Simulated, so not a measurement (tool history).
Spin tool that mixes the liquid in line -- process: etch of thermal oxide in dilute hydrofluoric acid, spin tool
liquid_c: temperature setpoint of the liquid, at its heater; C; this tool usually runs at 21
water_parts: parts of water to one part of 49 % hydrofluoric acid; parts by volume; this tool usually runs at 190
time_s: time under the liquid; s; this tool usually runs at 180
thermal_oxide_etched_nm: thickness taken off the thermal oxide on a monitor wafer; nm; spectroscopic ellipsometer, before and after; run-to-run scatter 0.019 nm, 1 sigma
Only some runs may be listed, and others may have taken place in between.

run,hour,liquid_c,water_parts,time_s,wafers since the last listed run,hours since the thermometer was replaced,hours since the hydrofluoric acid flow meter was replaced,hours since the gauge calibration,"read-back film thickness of the thermal oxide reference wafer, read on the same gauge (nm)",thermal_oxide_etched_nm
1,0,21,190,180,0,720.4,1546.4,141.5,120.002,3.484
2,8.4,21,190,180,61,728.8,1554.8,149.9,120.011,3.437
3,24.6,21,190,180,118,745,1571,166.1,119.988,3.495
4,38.1,21,190,180,98,758.5,1584.5,179.6,120.012,3.47
5,53,21,190,205,108,773.4,1599.4,194.5,119.971,3.928
6,65.8,21,190,205,93,786.2,1612.2,207.3,119.998,3.962
7,73.8,21,190,205,58,794.2,1620.2,215.3,119.984,3.938
8,81.4,21,190,180,55,801.8,1627.8,222.9,120.014,3.432
9,92.9,21,190,180,84,813.3,1639.3,234.4,119.972,3.45
# hour 102.1: hydrofluoric acid flow meter replaced
10,106.4,21,190,180,91,826.8,4.3,247.9,119.986,3.148
11,117.4,21,190,180,80,837.8,15.3,258.9,120.005,3.092
12,134.5,21,115,180,124,854.9,32.4,276,120.01,5.536
13,142.5,21,190,180,58,862.9,40.4,284,119.987,3.113
14,151.5,21,235,180,65,871.9,49.4,293,120.006,2.415
# hour 160.8: thermometer replaced
15,168.9,21,230,180,119,8.1,66.8,310.4,119.994,2.69
16,180.1,21,190,180,81,19.3,78,321.6,119.961,3.388
17,192.3,21,250,180,89,31.5,90.2,333.8,119.981,2.447
# hour 207.5: gauge calibrated
18,208.1,23.5,270,180,115,47.3,106,0.6,120.015,2.421
19,222.5,23.5,190,180,105,61.7,120.4,15,119.984,3.734
20,236.3,21,285,225,100,75.5,134.2,28.8,120.024,2.564
21,251.7,21,235,265,112,90.9,149.6,44.2,119.989,3.843
22,269.7,25,105,230,131,108.9,167.6,62.2,119.999,10.028
23,319.3,17,190,180,362,158.5,217.2,111.8,119.97,2.877
24,327.4,21,190,180,59,166.6,225.3,119.9,120.004,3.36
25,338.4,21,110,250,80,177.6,236.3,130.9,119.998,8.758

Consider 5 possible next runs. They are alternatives, not a sequence: every one starts from the tool as it was left by run 25. What does each give?
A,338.9,21,190,180,3,178.1,236.8,131.4,?,?
B,338.9,23.5,240,260,3,178.1,236.8,131.4,?,?
C,338.9,17,150,75,3,178.1,236.8,131.4,?,?
D,338.9,24,190,115,3,178.1,236.8,131.4,?,?
E,338.9,24,275,260,3,178.1,236.8,131.4,?,?

run,"read-back film thickness of the thermal oxide reference wafer, read on the same gauge (nm)",thermal_oxide_etched_nm
A,120.015,3.41
B,120.015,4.082
C,120.015,1.592
D,120.015,2.444
E,120.015,3.507
Had the tool no hidden state, the same runs would have come out as:
run,thermal_oxide_etched_nm
A,3.376
B,4.027
C,1.581
D,2.416
E,3.454

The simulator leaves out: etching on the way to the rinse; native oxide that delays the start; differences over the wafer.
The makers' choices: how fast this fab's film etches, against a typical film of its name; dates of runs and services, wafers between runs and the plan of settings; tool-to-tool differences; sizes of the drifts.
